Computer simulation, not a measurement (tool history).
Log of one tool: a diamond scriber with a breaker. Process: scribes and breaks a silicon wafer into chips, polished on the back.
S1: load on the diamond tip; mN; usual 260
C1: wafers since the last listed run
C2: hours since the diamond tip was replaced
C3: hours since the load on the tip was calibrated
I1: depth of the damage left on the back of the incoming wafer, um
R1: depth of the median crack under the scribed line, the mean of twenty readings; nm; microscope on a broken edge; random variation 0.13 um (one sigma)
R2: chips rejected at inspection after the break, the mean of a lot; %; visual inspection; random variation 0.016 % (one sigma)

run 1 hour=0 | S1=317 | C1=0 C2=299.6 C3=853.5 | I1=0.03 | R1=11030 R2=0.75
run 2 hour=12.4 | S1=317 | C1=24 C2=312 C3=865.9 | I1=0.02 | R1=11130 R2=0.79
run 3 hour=28.4 | S1=317 | C1=31 C2=328 C3=881.9 | I1=0.05 | R1=11110 R2=0.77
run 4 hour=40.4 | S1=297 | C1=23 C2=340 C3=893.9 | I1=0.04 | R1=10690 R2=0.5
run 5 hour=49.5 | S1=297 | C1=18 C2=349.1 C3=903 | I1=0.03 | R1=10830 R2=0.47
run 6 hour=63.2 | S1=297 | C1=27 C2=362.8 C3=916.7 | I1=0.02 | R1=10570 R2=0.46
run 7 hour=73.6 | S1=230 | C1=20 C2=373.2 C3=927.1 | I1=0.04 | R1=9370 R2=1.2
run 8 hour=84.8 | S1=230 | C1=22 C2=384.4 C3=938.3 | I1=0.05 | R1=9340 R2=1.19
run 9 hour=95.5 | S1=230 | C1=21 C2=395.1 C3=949 | I1=0.04 | R1=9380 R2=1.24
run 10 hour=112.5 | S1=284 | C1=33 C2=412.1 C3=966 | I1=0.04 | R1=10400 R2=0.43
run 11 hour=123.9 | S1=284 | C1=22 C2=423.5 C3=977.4 | I1=0.02 | R1=10250 R2=0.44
run 12 hour=138.5 | S1=284 | C1=28 C2=438.1 C3=992 | I1=0.03 | R1=10060 R2=0.43
run 13 hour=150.8 | S1=313 | C1=24 C2=450.4 C3=1004.3 | I1=0.03 | R1=10810 R2=0.5
-- hour=176.6 load on the tip recalibrated
run 14 hour=182.8 | S1=313 | C1=59 C2=482.4 C3=6.2 | I1=0.05 | R1=10480 R2=0.46
run 15 hour=199.7 | S1=209 | C1=33 C2=499.3 C3=23.1 | I1=0.02 | R1=8740 R2=2.65
run 16 hour=211 | S1=209 | C1=22 C2=510.6 C3=34.4 | I1=0.03 | R1=8910 R2=3.02
run 17 hour=223.1 | S1=211 | C1=23 C2=522.7 C3=46.5 | I1=0.03 | R1=8770 R2=2.98
run 18 hour=236.1 | S1=318 | C1=25 C2=535.7 C3=59.5 | I1=0.03 | R1=10720 R2=0.45
run 19 hour=250.4 | S1=318 | C1=28 C2=550 C3=73.8 | I1=0.02 | R1=10350 R2=0.45
run 20 hour=256.6 | S1=318 | C1=12 C2=556.2 C3=80 | I1=0.05 | R1=10770 R2=0.39
run 21 hour=271.3 | S1=281 | C1=29 C2=570.9 C3=94.7 | I1=0.02 | R1=9770 R2=0.75
run 22 hour=283.7 | S1=331 | C1=24 C2=583.3 C3=107.1 | I1=0.04 | R1=10550 R2=0.42
run 23 hour=296.4 | S1=304 | C1=25 C2=596 C3=119.8 | I1=0.02 | R1=10400 R2=0.51
run 24 hour=307.9 | S1=333 | C1=22 C2=607.5 C3=131.3 | I1=0.04 | R1=10390 R2=0.41
run 25 hour=315.8 | S1=302 | C1=15 C2=615.4 C3=139.2 | I1=0.03 | R1=9740 R2=0.56
run 26 hour=332.5 | S1=186 | C1=33 C2=632.1 C3=155.9 | I1=0.02 | R1=8050 R2=6.78
run 27 hour=344.3 | S1=183 | C1=23 C2=643.9 C3=167.7 | I1=0.02 | R1=7900 R2=6.37
-- hour=363.5 diamond tip replaced by a new one
run 28 hour=366.1 | S1=260 | C1=39 C2=2.6 C3=189.5 | I1=0.03 | R1=10490 R2=0.44
run 29 hour=377.5 | S1=211 | C1=22 C2=14 C3=200.9 | I1=0.02 | R1=9440 R2=1.25
run 30 hour=391.2 | S1=208 | C1=27 C2=27.7 C3=214.6 | I1=0.04 | R1=9320 R2=1.43
run 31 hour=408.5 | S1=333 | C1=34 C2=45 C3=231.9 | I1=0.02 | R1=11470 R2=1.36
run 32 hour=414.8 | S1=260 | C1=12 C2=51.3 C3=238.2 | I1=0.01 | R1=10500 R2=0.44
run 33 hour=421.2 | S1=198 | C1=12 C2=57.7 C3=244.6 | I1=0.04 | R1=9050 R2=1.87
run 34 hour=429.8 | S1=260 | C1=17 C2=66.3 C3=253.2 | I1=0.04 | R1=10280 R2=0.4
run 35 hour=443.4 | S1=233 | C1=26 C2=79.9 C3=266.8 | I1=0.04 | R1=9910 R2=0.7
run 36 hour=458.2 | S1=187 | C1=29 C2=94.7 C3=281.6 | I1=0.03 | R1=9080 R2=2.38
run 37 hour=467.8 | S1=298 | C1=19 C2=104.3 C3=291.2 | I1=0.03 | R1=10840 R2=0.64
run 38 hour=474.5 | S1=227 | C1=13 C2=111 C3=297.9 | I1=0.03 | R1=9860 R2=0.78
run 39 hour=488.3 | S1=315 | C1=27 C2=124.8 C3=311.7 | I1=0.02 | R1=11240 R2=0.94

Forecast run 40:
run 40 hour=495.1 | S1=195 | C1=13 C2=131.6 C3=318.5 | I1=0.03 | R1=? R2=?

R1: 8980 nm
R2: 1.98 %
Without the tool's hidden state the same run would have given R1 9090 nm, R2 1.71 %.
